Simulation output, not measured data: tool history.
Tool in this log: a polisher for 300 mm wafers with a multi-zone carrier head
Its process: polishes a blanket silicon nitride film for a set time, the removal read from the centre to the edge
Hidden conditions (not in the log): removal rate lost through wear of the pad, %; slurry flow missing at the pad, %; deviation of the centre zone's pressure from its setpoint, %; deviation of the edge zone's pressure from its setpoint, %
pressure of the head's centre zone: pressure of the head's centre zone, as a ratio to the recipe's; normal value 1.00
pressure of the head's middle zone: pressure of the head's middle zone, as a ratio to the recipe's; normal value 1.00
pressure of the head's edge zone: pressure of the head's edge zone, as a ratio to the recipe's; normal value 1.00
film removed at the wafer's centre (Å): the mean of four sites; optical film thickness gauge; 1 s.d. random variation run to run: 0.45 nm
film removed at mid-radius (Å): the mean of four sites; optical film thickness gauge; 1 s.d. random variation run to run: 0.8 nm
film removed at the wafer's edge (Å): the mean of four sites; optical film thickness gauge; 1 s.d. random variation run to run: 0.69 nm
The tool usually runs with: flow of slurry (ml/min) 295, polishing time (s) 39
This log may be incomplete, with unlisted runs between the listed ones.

run,day,flow of slurry (ml/min),pressure of the head's centre zone,pressure of the head's middle zone,pressure of the head's edge zone,polishing time (s),wafers since the last listed run,wafers polished on this pad,hours since the slurry nozzle was cleaned,hours since the centre zone pressure was calibrated,hours since the edge zone pressure was calibrated,hours since the carrier head's membrane was replaced,"incoming thickness of the incoming film, nm",film removed at the wafer's centre (Å),film removed at mid-radius (Å),film removed at the wafer's edge (Å)
1,0.000,295,1.00,1.04,1.00,39,0,355,343.3,204.2,877.5,1546.2,511.5,592,692,690
2,0.721,295,1.00,1.04,1.00,39,154,510,360.6,221.5,894.8,1563.5,511.8,595,685,690
3,1.325,295,1.00,1.00,1.00,39,129,639,375.1,236.0,909.3,1578.0,503.4,602,678,676
4,1.675,295,1.00,1.00,1.00,39,74,714,383.5,244.4,917.7,1586.4,514.5,594,693,683
5,2.175,295,1.00,1.00,1.00,39,107,821,395.5,256.4,929.7,1598.4,506.0,583,675,690
6,2.488,295,1.00,1.00,1.00,39,66,888,403.0,263.9,937.2,1605.9,505.5,581,676,678
# day 3.725: slurry nozzle cleaned
7,4.000,295,1.00,1.00,1.00,39,314,1203,6.6,300.2,973.5,1642.2,513.6,611,708,693
8,4.462,295,1.00,1.09,1.00,39,99,1302,17.7,311.3,984.6,1653.3,513.5,613,741,700
# day 4.654: worn pad replaced by a new one
9,5.058,295,1.00,1.09,1.00,39,91,86,32.0,325.6,998.9,1667.6,513.9,601,765,693
10,5.683,295,1.00,1.08,1.00,39,133,220,47.0,340.6,1013.9,1682.6,506.8,596,734,701
11,6.342,230,1.03,0.89,0.94,39,140,361,62.8,356.4,1029.7,1698.4,514.7,586,616,660
# day 6.775: carrier head's membrane replaced by a new one
12,6.796,295,0.95,1.00,1.00,39,52,414,73.7,367.3,1040.6,0.5,508.6,553,698,689
13,7.079,295,1.00,1.00,1.00,39,60,474,80.5,374.1,1047.4,7.3,505.9,581,708,699
# day 7.712: edge zone pressure recalibrated
# day 7.788: centre zone pressure recalibrated
14,7.808,330,0.94,1.06,1.00,33,122,596,98.0,0.5,2.3,24.8,501.1,559,624,588
15,8.033,225,1.00,1.07,1.00,39,48,645,103.4,5.9,7.7,30.2,513.1,655,714,685
16,8.625,295,1.00,0.91,1.00,39,126,771,117.6,20.1,21.9,44.4,516.8,682,645,697
17,9.358,375,0.88,1.00,1.07,46,157,928,135.2,37.7,39.5,62.0,503.1,720,850,848
18,9.954,390,0.97,1.00,0.96,27,127,1056,149.5,52.0,53.8,76.3,509.4,469,493,486
# day 10.512: worn pad replaced by a new one
19,10.612,295,1.00,0.91,1.00,39,105,21,165.3,67.8,69.6,92.1,507.9,668,648,692
20,10.888,265,0.89,1.06,1.00,31,58,80,171.9,74.4,76.2,98.7,506.9,458,560,541

Consider 4 possible next runs. They are alternatives, not a sequence: every one starts from the tool as it was left by run 20. What does each give?
A,10.904,295,1.00,1.00,1.00,39,3,83,172.3,74.8,76.6,99.1,509.8,?,?,?
B,10.904,295,1.00,1.00,1.10,39,3,83,172.3,74.8,76.6,99.1,509.8,?,?,?
C,10.904,270,0.94,0.91,1.00,39,3,83,172.3,74.8,76.6,99.1,509.8,?,?,?
D,10.904,265,1.00,1.00,1.00,39,3,83,172.3,74.8,76.6,99.1,509.8,?,?,?

run,film removed at the wafer's centre (Å),film removed at mid-radius (Å),film removed at the wafer's edge (Å)
A,667,693,689
B,667,693,722
C,617,641,683
D,655,682,681
The same runs, with their run-to-run variation unchanged, on a tool lacking any hidden condition would have given:
run,film removed at the wafer's centre (Å),film removed at mid-radius (Å),film removed at the wafer's edge (Å)
A,692,716,706
B,692,716,740
C,643,664,701
D,683,707,699

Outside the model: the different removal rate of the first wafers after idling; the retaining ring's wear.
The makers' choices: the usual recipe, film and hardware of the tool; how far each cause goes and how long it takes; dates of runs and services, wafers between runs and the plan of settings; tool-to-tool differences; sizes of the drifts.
